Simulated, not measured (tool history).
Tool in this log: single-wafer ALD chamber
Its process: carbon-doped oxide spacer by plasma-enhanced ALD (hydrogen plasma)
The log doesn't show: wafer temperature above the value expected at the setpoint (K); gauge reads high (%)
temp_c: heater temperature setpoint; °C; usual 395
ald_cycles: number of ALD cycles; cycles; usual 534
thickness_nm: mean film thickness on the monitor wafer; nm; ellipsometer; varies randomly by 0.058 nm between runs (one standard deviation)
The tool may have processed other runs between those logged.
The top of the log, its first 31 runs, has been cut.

| run | day | temp_c | ald_cycles | wafers since the last listed run | hours since the last thermocouple change | hours since the gauge calibration | read-back reference wafer on the same gauge, thickness_nm | thickness_nm |
|---|---|---|---|---|---|---|---|---|
| 32 | 113.879 | 395 | 534 | 34 | 258.2 | 887.8 | 21.240 | 23.335 |
| 33 | 115.762 | 408 | 597 | 29 | 303.4 | 933.0 | 21.208 | 25.356 |
| 34 | 126.842 | 399 | 455 | 173 | 569.3 | 1198.9 | 21.195 | 19.911 |
| 35 | 130.779 | 382 | 565 | 61 | 663.8 | 1293.4 | 21.186 | 24.643 |
| 36 | 132.821 | 408 | 500 | 32 | 712.8 | 1342.4 | 21.209 | 21.325 |
| 37 | 134.638 | 389 | 440 | 28 | 756.4 | 1386.0 | 21.203 | 19.277 |
| 38 | 137.617 | 409 | 534 | 46 | 827.9 | 1457.5 | 21.206 | 22.546 |
| 39 | 141.479 | 388 | 619 | 60 | 920.6 | 1550.2 | 21.212 | 27.088 |
| 40 | 145.304 | 400 | 534 | 59 | 1012.4 | 1642.0 | 21.185 | 23.245 |
| 41 | 147.646 | 395 | 593 | 36 | 1068.6 | 1698.2 | 21.220 | 25.914 |
| 42 | 151.046 | 385 | 436 | 53 | 1150.2 | 1779.8 | 21.203 | 18.969 |
| 43 | 153.921 | 399 | 456 | 45 | 1219.2 | 1848.8 | 21.208 | 19.883 |
| 44 | 155.588 | 395 | 585 | 26 | 1259.2 | 1888.8 | 21.198 | 25.617 |
|  | 157.821 | thermocouple changed; heater temperature recalibrated |
| 45 | 159.225 | 395 | 623 | 51 | 33.7 | 1976.1 | 21.210 | 27.258 |
| 46 | 163.292 | 385 | 436 | 63 | 131.3 | 2073.7 | 21.200 | 19.018 |

3 options for the next run, each taken on its own from the tool as it stands now. Forecast them:
| A | 163.342 | 395 | 504 | 0 | 132.5 | 2074.9 | ? | ? |
| B | 163.342 | 406 | 534 | 0 | 132.5 | 2074.9 | ? | ? |
| C | 163.342 | 384 | 619 | 0 | 132.5 | 2074.9 | ? | ? |

| run | read-back reference wafer on the same gauge, thickness_nm | thickness_nm |
|---|---|---|
| A | 21.178 | 22.006 |
| B | 21.178 | 22.789 |
| C | 21.178 | 27.028 |
With no hidden state in the tool, these same runs would have given:
| run | thickness_nm |
|---|---|
| A | 22.006 |
| B | 22.789 |
| C | 27.028 |
